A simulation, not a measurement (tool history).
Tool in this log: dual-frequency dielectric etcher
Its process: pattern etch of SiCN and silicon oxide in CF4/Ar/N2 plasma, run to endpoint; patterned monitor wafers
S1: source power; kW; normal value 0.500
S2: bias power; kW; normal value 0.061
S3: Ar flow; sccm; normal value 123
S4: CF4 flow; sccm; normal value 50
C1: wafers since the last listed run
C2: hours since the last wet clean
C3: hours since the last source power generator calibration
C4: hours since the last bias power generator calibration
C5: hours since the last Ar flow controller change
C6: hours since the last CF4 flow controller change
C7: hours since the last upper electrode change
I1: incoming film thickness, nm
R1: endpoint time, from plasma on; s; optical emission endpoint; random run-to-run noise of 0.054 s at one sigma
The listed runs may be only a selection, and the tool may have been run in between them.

| run | day | S1 | S2 | S3 | S4 | C1 | C2 | C3 | C4 | C5 | C6 | C7 | I1 | R1 |
|---|---|---|---|---|---|---|---|---|---|---|---|---|---|---|
| 1 | 0.000 | 0.500 | 0.057 | 131 | 50 | 0 | 490.5 | 2450.7 | 3370.6 | 68.7 | 11.8 | 5021.4 | 10.34 | 13.5 |
| 2 | 1.279 | 0.500 | 0.057 | 131 | 50 | 342 | 521.2 | 2481.4 | 3401.3 | 99.4 | 42.5 | 5052.1 | 10.41 | 13.4 |
|  | 2.988 | upper electrode replaced |
| 3 | 3.008 | 0.500 | 0.057 | 131 | 50 | 195 | 562.7 | 2522.9 | 3442.8 | 140.9 | 84.0 | 0.5 | 10.49 | 13.7 |
| 4 | 3.446 | 0.500 | 0.061 | 123 | 50 | 117 | 573.2 | 2533.4 | 3453.3 | 151.4 | 94.5 | 11.0 | 10.32 | 12.9 |
| 5 | 4.033 | 0.500 | 0.061 | 123 | 50 | 157 | 587.3 | 2547.5 | 3467.4 | 165.5 | 108.6 | 25.1 | 10.41 | 13.0 |
| 6 | 4.812 | 0.460 | 0.047 | 123 | 38 | 208 | 606.0 | 2566.2 | 3486.1 | 184.2 | 127.3 | 43.8 | 10.48 | 16.4 |
|  | 6.650 | wet clean of the chamber |
| 7 | 6.671 | 0.600 | 0.061 | 123 | 50 | 230 | 0.5 | 2610.8 | 3530.7 | 228.8 | 171.9 | 88.4 | 10.38 | 11.3 |
| 8 | 7.550 | 0.500 | 0.052 | 123 | 50 | 235 | 21.6 | 2631.9 | 3551.8 | 249.9 | 193.0 | 109.5 | 10.41 | 13.9 |
|  | 8.154 | source power generator calibrated |
| 9 | 8.175 | 0.500 | 0.049 | 102 | 46 | 122 | 36.6 | 0.5 | 3566.8 | 264.9 | 208.0 | 124.5 | 10.38 | 14.0 |
| 10 | 8.892 | 0.500 | 0.061 | 123 | 50 | 192 | 53.8 | 17.7 | 3584.0 | 282.1 | 225.2 | 141.7 | 10.31 | 12.9 |
| 11 | 10.096 | 0.500 | 0.052 | 123 | 50 | 322 | 82.7 | 46.6 | 3612.9 | 311.0 | 254.1 | 170.6 | 10.43 | 13.9 |
| 12 | 11.521 | 0.500 | 0.048 | 123 | 50 | 381 | 116.9 | 80.8 | 3647.1 | 345.2 | 288.3 | 204.8 | 10.35 | 14.2 |
| 13 | 12.429 | 0.530 | 0.056 | 123 | 56 | 243 | 138.7 | 102.6 | 3668.9 | 367.0 | 310.1 | 226.6 | 10.42 | 12.7 |
|  | 13.171 | bias power generator calibrated |
| 14 | 13.192 | 0.500 | 0.066 | 136 | 50 | 159 | 157.0 | 120.9 | 0.5 | 385.3 | 328.4 | 244.9 | 10.42 | 12.9 |

Run 15 comes next. What will it give?
| 15 | 14.575 | 0.500 | 0.061 | 123 | 56 | 370 | 190.2 | 154.1 | 33.7 | 418.5 | 361.6 | 278.1 | 10.32 | ? |

R1: 12.7 s
Take away the tool's hidden state, keep the run-to-run variation as it was, and the same run would have given R1 12.7 s.
